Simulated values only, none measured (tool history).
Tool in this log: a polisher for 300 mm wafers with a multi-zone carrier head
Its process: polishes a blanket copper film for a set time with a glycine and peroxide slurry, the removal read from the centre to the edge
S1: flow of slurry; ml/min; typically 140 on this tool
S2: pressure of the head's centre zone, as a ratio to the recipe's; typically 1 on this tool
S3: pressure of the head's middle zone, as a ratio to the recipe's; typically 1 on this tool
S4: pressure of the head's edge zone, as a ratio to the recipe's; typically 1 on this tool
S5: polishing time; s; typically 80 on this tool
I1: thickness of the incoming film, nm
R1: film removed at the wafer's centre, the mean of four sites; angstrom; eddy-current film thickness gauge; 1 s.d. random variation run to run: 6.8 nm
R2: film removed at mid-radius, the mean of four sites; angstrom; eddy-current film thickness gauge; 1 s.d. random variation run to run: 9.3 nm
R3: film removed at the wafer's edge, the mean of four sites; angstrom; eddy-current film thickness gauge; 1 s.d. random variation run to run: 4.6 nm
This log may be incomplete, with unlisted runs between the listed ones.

{"run": 1, "hour": 0.0, "S1": 140, "S2": 1, "S3": 1, "S4": 1, "S5": 80, "I1": 1599.9, "R1": 7042, "R2": 6428, "R3": 6412}
{"hour": 30.4, "done": "centre zone pressure recalibrated"}
{"run": 2, "hour": 36.9, "S1": 140, "S2": 0.96, "S3": 1, "S4": 1, "S5": 80, "I1": 1623.7, "R1": 6056, "R2": 6444, "R3": 6309}
{"run": 3, "hour": 74.8, "S1": 140, "S2": 0.96, "S3": 1, "S4": 1, "S5": 80, "I1": 1628.5, "R1": 6090, "R2": 6278, "R3": 6347}
{"run": 4, "hour": 123.7, "S1": 140, "S2": 0.96, "S3": 1, "S4": 1, "S5": 80, "I1": 1638.5, "R1": 6277, "R2": 6327, "R3": 6356}
{"run": 5, "hour": 193.4, "S1": 140, "S2": 0.91, "S3": 1, "S4": 1, "S5": 80, "I1": 1580.2, "R1": 5915, "R2": 6363, "R3": 6381}
{"run": 6, "hour": 249.7, "S1": 140, "S2": 0.91, "S3": 1, "S4": 1, "S5": 80, "I1": 1609, "R1": 6010, "R2": 6369, "R3": 6401}
{"run": 7, "hour": 276.5, "S1": 140, "S2": 1, "S3": 1, "S4": 1, "S5": 80, "I1": 1591.2, "R1": 6538, "R2": 6454, "R3": 6347}
{"hour": 282.2, "done": "edge zone pressure recalibrated"}
{"hour": 321.7, "done": "worn pad replaced by a new one, of another model than before"}
{"run": 8, "hour": 323.0, "S1": 140, "S2": 0.97, "S3": 1, "S4": 1, "S5": 64, "I1": 1578.8, "R1": 5144, "R2": 5177, "R3": 5038}
{"run": 9, "hour": 364.9, "S1": 140, "S2": 1, "S3": 1.06, "S4": 1, "S5": 80, "I1": 1623.6, "R1": 6532, "R2": 6605, "R3": 6367}
{"hour": 381.4, "done": "slurry nozzle cleaned"}
{"run": 10, "hour": 429.8, "S1": 140, "S2": 1, "S3": 1, "S4": 1, "S5": 80, "I1": 1616.7, "R1": 6587, "R2": 6417, "R3": 6405}
{"hour": 475.7, "done": "carrier head's membrane replaced by a new one"}
{"run": 11, "hour": 495.2, "S1": 140, "S2": 1, "S3": 1, "S4": 1, "S5": 80, "I1": 1596.4, "R1": 6690, "R2": 6229, "R3": 6316}
{"run": 12, "hour": 525.5, "S1": 140, "S2": 1, "S3": 1, "S4": 1, "S5": 80, "I1": 1596, "R1": 6576, "R2": 6440, "R3": 6351}
{"run": 13, "hour": 570.7, "S1": 170, "S2": 1, "S3": 1, "S4": 1.05, "S5": 80, "I1": 1606.4, "R1": 7008, "R2": 6715, "R3": 6780}
{"hour": 606.3, "done": "worn pad replaced by a new one"}
{"run": 14, "hour": 627.7, "S1": 140, "S2": 1, "S3": 1, "S4": 1, "S5": 80, "I1": 1595.7, "R1": 6627, "R2": 6263, "R3": 6350}
{"run": 15, "hour": 654.5, "S1": 140, "S2": 0.9, "S3": 1.09, "S4": 1.1, "S5": 80, "I1": 1621.5, "R1": 5914, "R2": 6855, "R3": 6636}
{"run": 16, "hour": 689.9, "S1": 95, "S2": 1.09, "S3": 1, "S4": 0.93, "S5": 105, "I1": 1587.1, "R1": 7271, "R2": 6443, "R3": 6805}
{"run": 17, "hour": 726.4, "S1": 140, "S2": 1, "S3": 1, "S4": 1, "S5": 80, "I1": 1624, "R1": 6774, "R2": 6284, "R3": 6387}
{"run": 18, "hour": 772.6, "S1": 175, "S2": 1, "S3": 1.1, "S4": 1.03, "S5": 66, "I1": 1624.1, "R1": 5968, "R2": 5993, "R3": 5532}
{"run": 19, "hour": 825.4, "S1": 140, "S2": 1, "S3": 0.96, "S4": 1, "S5": 80, "I1": 1602.8, "R1": 6793, "R2": 6016, "R3": 6414}
{"run": 20, "hour": 886.1, "S1": 140, "S2": 1, "S3": 0.9, "S4": 0.94, "S5": 80, "I1": 1628.6, "R1": 6643, "R2": 5746, "R3": 6148}
{"hour": 892.3, "done": "worn pad replaced by a new one"}
{"run": 21, "hour": 944.6, "S1": 140, "S2": 0.91, "S3": 1, "S4": 1, "S5": 80, "I1": 1607.6, "R1": 6215, "R2": 6395, "R3": 6329}
{"run": 22, "hour": 1004.7, "S1": 140, "S2": 1, "S3": 1.09, "S4": 0.89, "S5": 59, "I1": 1639.6, "R1": 5121, "R2": 4997, "R3": 4376}

4 options for the next run, each taken on its own from the tool as it stands now. Forecast them:
{"run": "A", "hour": 1005.2, "S1": 140, "S2": 1, "S3": 1, "S4": 1, "S5": 80, "I1": 1593.5, "R1": "?", "R2": "?", "R3": "?"}
{"run": "B", "hour": 1005.2, "S1": 90, "S2": 1, "S3": 1.08, "S4": 1.03, "S5": 55, "I1": 1593.5, "R1": "?", "R2": "?", "R3": "?"}
{"run": "C", "hour": 1005.2, "S1": 140, "S2": 1, "S3": 1, "S4": 0.91, "S5": 80, "I1": 1593.5, "R1": "?", "R2": "?", "R3": "?"}
{"run": "D", "hour": 1005.2, "S1": 140, "S2": 1, "S3": 1.1, "S4": 1, "S5": 80, "I1": 1593.5, "R1": "?", "R2": "?", "R3": "?"}

run=A R1=6802 R2=6333 R3=6370
run=B R1=3241 R2=3394 R3=3622
run=C R1=6802 R2=6333 R3=6092
run=D R1=6807 R2=6867 R3=6361
With the hidden condition removed and each run's random variation left untouched, the same runs would have given:
run=A R1=6386 R2=6335 R3=6370
run=B R1=3043 R2=3396 R3=3622
run=C R1=6386 R2=6336 R3=6092
run=D R1=6390 R2=6870 R3=6361
